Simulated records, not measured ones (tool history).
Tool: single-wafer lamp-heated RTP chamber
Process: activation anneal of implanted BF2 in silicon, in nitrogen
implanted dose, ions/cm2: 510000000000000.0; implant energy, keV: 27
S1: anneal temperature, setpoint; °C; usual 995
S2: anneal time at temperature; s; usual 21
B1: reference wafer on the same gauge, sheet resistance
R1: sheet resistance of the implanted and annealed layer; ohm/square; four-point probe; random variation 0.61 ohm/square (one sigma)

{"run": 1, "hour": 0.0, "S1": 995, "S2": 21, "B1": 267.77, "R1": 242.07}
{"run": 2, "hour": 41.4, "S1": 995, "S2": 21, "B1": 268.43, "R1": 243}
{"run": 3, "hour": 145.8, "S1": 995, "S2": 21, "B1": 268.07, "R1": 243.53}
{"run": 4, "hour": 220.2, "S1": 995, "S2": 21, "B1": 267.87, "R1": 241.63}
{"run": 5, "hour": 271.7, "S1": 995, "S2": 21, "B1": 268.04, "R1": 241.33}
{"hour": 300.4, "done": "pyrometer window cleaned and pyrometer calibrated"}
{"run": 6, "hour": 345.0, "S1": 995, "S2": 21, "B1": 268.11, "R1": 241.83}
{"run": 7, "hour": 411.9, "S1": 995, "S2": 21, "B1": 268.11, "R1": 241.11}
{"run": 8, "hour": 518.5, "S1": 1012, "S2": 12, "B1": 267.9, "R1": 240.01}
{"hour": 606.0, "done": "reflector plate cleaned"}
{"run": 9, "hour": 616.9, "S1": 1005, "S2": 21, "B1": 267.94, "R1": 238.69}
{"run": 10, "hour": 661.0, "S1": 995, "S2": 21, "B1": 268.24, "R1": 244.33}
{"hour": 664.5, "done": "gauge calibrated"}
{"hour": 701.2, "done": "pyrometer window cleaned and pyrometer calibrated"}
{"run": 11, "hour": 835.2, "S1": 995, "S2": 21, "B1": 268.28, "R1": 242.51}
{"run": 12, "hour": 933.0, "S1": 1022, "S2": 16, "B1": 268.06, "R1": 237.51}
{"run": 13, "hour": 983.3, "S1": 995, "S2": 30, "B1": 267.84, "R1": 239.52}
{"run": 14, "hour": 1062.6, "S1": 1007, "S2": 21, "B1": 267.66, "R1": 238.98}
{"hour": 1103.2, "done": "pyrometer window cleaned and pyrometer calibrated"}
{"run": 15, "hour": 1103.7, "S1": 976, "S2": 32, "B1": 267.51, "R1": 247.78}
{"run": 16, "hour": 1153.9, "S1": 972, "S2": 9, "B1": 267.97, "R1": 259.53}
{"run": 17, "hour": 1205.8, "S1": 974, "S2": 28, "B1": 268.25, "R1": 248.03}
{"run": 18, "hour": 1289.0, "S1": 995, "S2": 21, "B1": 268, "R1": 241.85}

3 ways to go on from here, each from the tool as it stands after run 18. What would each give?
{"run": "A", "hour": 1289.4, "S1": 995, "S2": 21, "B1": "?", "R1": "?"}
{"run": "B", "hour": 1289.4, "S1": 1021, "S2": 10, "B1": "?", "R1": "?"}
{"run": "C", "hour": 1289.4, "S1": 984, "S2": 12, "B1": "?", "R1": "?"}

run=A B1=268.37 R1=240.93
run=B B1=268.37 R1=239.01
run=C B1=268.37 R1=248.09
Without the tool's hidden state the same runs would have given:
run=A R1=243.11
run=B R1=240.11
run=C R1=251.79

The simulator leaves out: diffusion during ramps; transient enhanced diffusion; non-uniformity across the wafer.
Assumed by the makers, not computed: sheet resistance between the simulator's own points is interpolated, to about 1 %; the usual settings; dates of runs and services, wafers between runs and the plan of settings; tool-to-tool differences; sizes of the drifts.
